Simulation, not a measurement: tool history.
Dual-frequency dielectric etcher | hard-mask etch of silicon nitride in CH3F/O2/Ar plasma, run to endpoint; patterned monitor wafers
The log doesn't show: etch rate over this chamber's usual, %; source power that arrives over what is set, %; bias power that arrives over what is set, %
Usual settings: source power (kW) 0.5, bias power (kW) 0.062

| run | hour | source power (kW) | bias power (kW) | wafers since the last listed run | hours since the last wet clean | hours since the last source power generator calibration | hours since the last bias power generator calibration | hours since the last upper electrode change | incoming incoming film thickness, nm | endpoint time (s) |
|---|---|---|---|---|---|---|---|---|---|---|
| 1 | 0 | 0.44 | 0.062 | 0 | 247.2 | 4693.3 | 2303 | 3660.5 | 52.2 | 72.5 |
| 2 | 17.3 | 0.44 | 0.062 | 160 | 264.5 | 4710.6 | 2320.3 | 3677.8 | 52.7 | 73.3 |
| 3 | 32.8 | 0.5 | 0.062 | 143 | 280 | 4726.1 | 2335.8 | 3693.3 | 52.3 | 69.7 |
| 4 | 40 | 0.5 | 0.062 | 66 | 287.2 | 4733.3 | 2343 | 3700.5 | 51.9 | 69 |
| 5 | 56 | 0.5 | 0.062 | 148 | 303.2 | 4749.3 | 2359 | 3716.5 | 52.3 | 70.1 |
| 6 | 62.1 | 0.5 | 0.062 | 56 | 309.3 | 4755.4 | 2365.1 | 3722.6 | 52.4 | 70.2 |
| 7 | 75 | 0.5 | 0.062 | 119 | 322.2 | 4768.3 | 2378 | 3735.5 | 52.4 | 70.3 |
| 8 | 89.4 | 0.53 | 0.072 | 133 | 336.6 | 4782.7 | 2392.4 | 3749.9 | 52.4 | 64.8 |
| 9 | 104.1 | 0.53 | 0.072 | 136 | 351.3 | 4797.4 | 2407.1 | 3764.6 | 52.7 | 65.2 |
| 10 | 119.5 | 0.53 | 0.072 | 142 | 366.7 | 4812.8 | 2422.5 | 3780 | 52.5 | 64.9 |
| 11 | 127.5 | 0.5 | 0.055 | 74 | 374.7 | 4820.8 | 2430.5 | 3788 | 52.4 | 73.1 |
| 12 | 138.2 | 0.58 | 0.062 | 99 | 385.4 | 4831.5 | 2441.2 | 3798.7 | 53.2 | 67.8 |
| 13 | 148.4 | 0.58 | 0.062 | 94 | 395.6 | 4841.7 | 2451.4 | 3808.9 | 51.8 | 65.8 |
|  | 171.7 | source power generator calibrated |
|  | 177.2 | wet clean of the chamber |
|  | 187.4 | upper electrode replaced |
| 14 | 187.9 | 0.5 | 0.062 | 183 | 10.7 | 16.2 | 2490.9 | 0.5 | 52.7 | 67.7 |
| 15 | 188.2 | 0.39 | 0.067 | 2 | 11 | 16.5 | 2491.2 | 0.8 | 52.5 | 69.8 |
| 16 | 188.6 | 0.39 | 0.072 | 3 | 11.4 | 16.9 | 2491.6 | 1.2 | 52 | 66.9 |
| 17 | 188.9 | 0.4 | 0.075 | 2 | 11.7 | 17.2 | 2491.9 | 1.5 | 52.6 | 66.6 |
| 18 | 198.7 | 0.38 | 0.071 | 90 | 21.5 | 27 | 2501.7 | 11.3 | 52.3 | 68.5 |
| 19 | 208.7 | 0.5 | 0.062 | 92 | 31.5 | 37 | 2511.7 | 21.3 | 52.8 | 67.8 |
| 20 | 225.6 | 0.5 | 0.062 | 156 | 48.4 | 53.9 | 2528.6 | 38.2 | 52 | 66.5 |
|  | 252.2 | wet clean of the chamber, repeated, since the last time left the tool worse |
| 21 | 252.7 | 0.5 | 0.062 | 28 | 0.5 | 81 | 2555.7 | 65.3 | 52.1 | 70.9 |
|  | 267.5 | bias power generator calibrated |
| 22 | 274.4 | 0.46 | 0.078 | 163 | 22.2 | 102.7 | 6.9 | 87 | 52.9 | 66.8 |
| 23 | 284.7 | 0.54 | 0.062 | 95 | 32.5 | 113 | 17.2 | 97.3 | 52.4 | 69.3 |
| 24 | 302.6 | 0.38 | 0.051 | 165 | 50.4 | 130.9 | 35.1 | 115.2 | 52.3 | 82.6 |
| 25 | 313.9 | 0.5 | 0.075 | 104 | 61.7 | 142.2 | 46.4 | 126.5 | 53 | 66.3 |
| 26 | 344.2 | 0.5 | 0.062 | 280 | 92 | 172.5 | 76.7 | 156.8 | 51.9 | 70.3 |
| 27 | 357.2 | 0.43 | 0.062 | 120 | 105 | 185.5 | 89.7 | 169.8 | 52 | 73.4 |
| 28 | 371.5 | 0.41 | 0.054 | 132 | 119.3 | 199.8 | 104 | 184.1 | 52.4 | 78.7 |
| 29 | 389.3 | 0.46 | 0.07 | 164 | 137.1 | 217.6 | 121.8 | 201.9 | 52.1 | 68.3 |
| 30 | 401.6 | 0.5 | 0.052 | 113 | 149.4 | 229.9 | 134.1 | 214.2 | 52.7 | 75.8 |
| 31 | 410.5 | 0.54 | 0.055 | 82 | 158.3 | 238.8 | 143 | 223.1 | 52.3 | 71.7 |
| 32 | 418.8 | 0.4 | 0.068 | 76 | 166.6 | 247.1 | 151.3 | 231.4 | 52.8 | 72.3 |
| 33 | 425.1 | 0.57 | 0.062 | 58 | 172.9 | 253.4 | 157.6 | 237.7 | 52.3 | 67.3 |
| 34 | 443 | 0.55 | 0.051 | 165 | 190.8 | 271.3 | 175.5 | 255.6 | 53 | 74.4 |
| 35 | 450 | 0.61 | 0.07 | 64 | 197.8 | 278.3 | 182.5 | 262.6 | 52.8 | 63.3 |
| 36 | 460.6 | 0.56 | 0.071 | 98 | 208.4 | 288.9 | 193.1 | 273.2 | 52.2 | 63.5 |

Hidden state or all else? Some run-to-run changes of endpoint time (s), split into what the settings, what came in and random variation would give without the hidden state, and what is left for the hidden state (with any gauge scatter that isn't in both results):
Run 10 -> 11: source power (kW) 0.53 -> 0.5, bias power (kW) 0.072 -> 0.055. endpoint time (s) +8.2: hidden state -0.3, all else +8.5.
Run 13 -> 14: source power (kW) 0.58 -> 0.5, source power generator calibrated, wet clean of the chamber, upper electrode replaced. endpoint time (s) +1.9: hidden state -2.1, all else +4.
Run 20 -> 21: wet clean of the chamber, repeated, since the last time left the tool worse. endpoint time (s) +4.4: hidden state +4, all else +0.4.
Run 23 -> 24: source power (kW) 0.54 -> 0.38, bias power (kW) 0.062 -> 0.051. endpoint time (s) +13.3: hidden state -0.3, all else +13.6.
Run 24 -> 25: source power (kW) 0.38 -> 0.5, bias power (kW) 0.051 -> 0.075. endpoint time (s) -16.3: hidden state +0.2, all else -16.5.
Run 34 -> 35: source power (kW) 0.55 -> 0.61, bias power (kW) 0.051 -> 0.07. endpoint time (s) -11.1: hidden state +0.3, all else -11.4.
